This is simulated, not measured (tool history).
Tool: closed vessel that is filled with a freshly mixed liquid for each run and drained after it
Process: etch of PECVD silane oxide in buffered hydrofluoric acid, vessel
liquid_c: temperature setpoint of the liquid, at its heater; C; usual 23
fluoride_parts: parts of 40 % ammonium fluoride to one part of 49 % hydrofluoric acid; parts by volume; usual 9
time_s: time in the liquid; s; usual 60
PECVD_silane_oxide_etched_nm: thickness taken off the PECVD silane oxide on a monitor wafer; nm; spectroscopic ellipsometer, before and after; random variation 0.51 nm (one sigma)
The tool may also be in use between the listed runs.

run     day  liquid_c  fluoride_parts  time_s  read-back film thickness of the PECVD silane oxide reference wafer, read on the same gauge (nm)  PECVD_silane_oxide_etched_nm
  1       0        23               9      60                                                                                            69.97                        146.01
  2   0.554        23               9      60                                                                                            69.97                        145.45
  3    1.05      19.5               9      35                                                                                               70                         69.89
  4    1.35      19.5               9      35                                                                                            69.99                         70.04
  5   2.042      19.5               9      35                                                                                               70                          69.8
  6   2.596        23               9      60                                                                                               70                        145.48
  7   3.129        23               9      60                                                                                               70                        147.05
  8   3.671        23               9      60                                                                                            70.01                        145.25
  9   4.104        23               9      60                                                                                            69.99                        146.16
      4.608  -- hydrofluoric acid flow meter replaced
 10   4.629        23               9      60                                                                                            69.98                        128.09
 11   4.958        23               9      60                                                                                            69.99                        127.03
 12   5.608        23               9      60                                                                                               70                        127.68
 13   6.133        23               9      60                                                                                            70.01                        127.85
 14   6.642        23               9      60                                                                                            69.99                        127.11
        7.2  -- thermometer replaced
 15   7.221        25               7      90                                                                                            69.99                        280.08
      7.683  -- gauge calibrated
 16   7.879        23               9      60                                                                                            70.01                        127.42
 17   8.308        23               9      60                                                                                               70                         127.9
 18   8.917        25               7      90                                                                                            69.99                        279.97
 19   9.667        23               9      45                                                                                               70                         96.46
 20  10.304        23              12      60                                                                                            70.01                        100.38
 21  10.817      24.5            10.5      75                                                                                               70                         154.3
 22  11.092        23              12      45                                                                                            70.01                         75.34
 23  11.362        21              11      60                                                                                            70.01                         97.89
 24   11.65        23              11      35                                                                                            70.01                         63.82
 25  12.117        20               9      45                                                                                            69.97                         81.57
 26   12.65        23               9      95                                                                                            69.99                        203.99
 27  13.171        23               9      45                                                                                            69.98                         96.76
 28  13.712        21               9      70                                                                                            70.01                        135.22
 29  14.296        23              11      40                                                                                            69.99                         72.55

The same runs without the tool's hidden state, with the same run-to-run variation:
The hidden state here: liquid colder than its thermometer reads (K); hydrofluoric acid flow above the setpoint (%); gauge reads high (%).
run  PECVD_silane_oxide_etched_nm
  1                        127.31
  2                        126.74
  3                         60.86
  4                         60.97
  5                         60.71
  6                        126.44
  7                        127.73
  8                        126.08
  9                         126.8
 10                        127.49
 11                        126.37
 12                        126.91
 13                        126.97
 14                        126.15
 15                         278.2
 16                        126.24
 17                        126.63
 18                        277.57
 19                         95.32
 20                         99.24
 21                        152.44
 22                          74.4
 23                         96.64
 24                         62.99
 25                         80.33
 26                        200.71
 27                         95.13
 28                        132.86
 29                         71.36
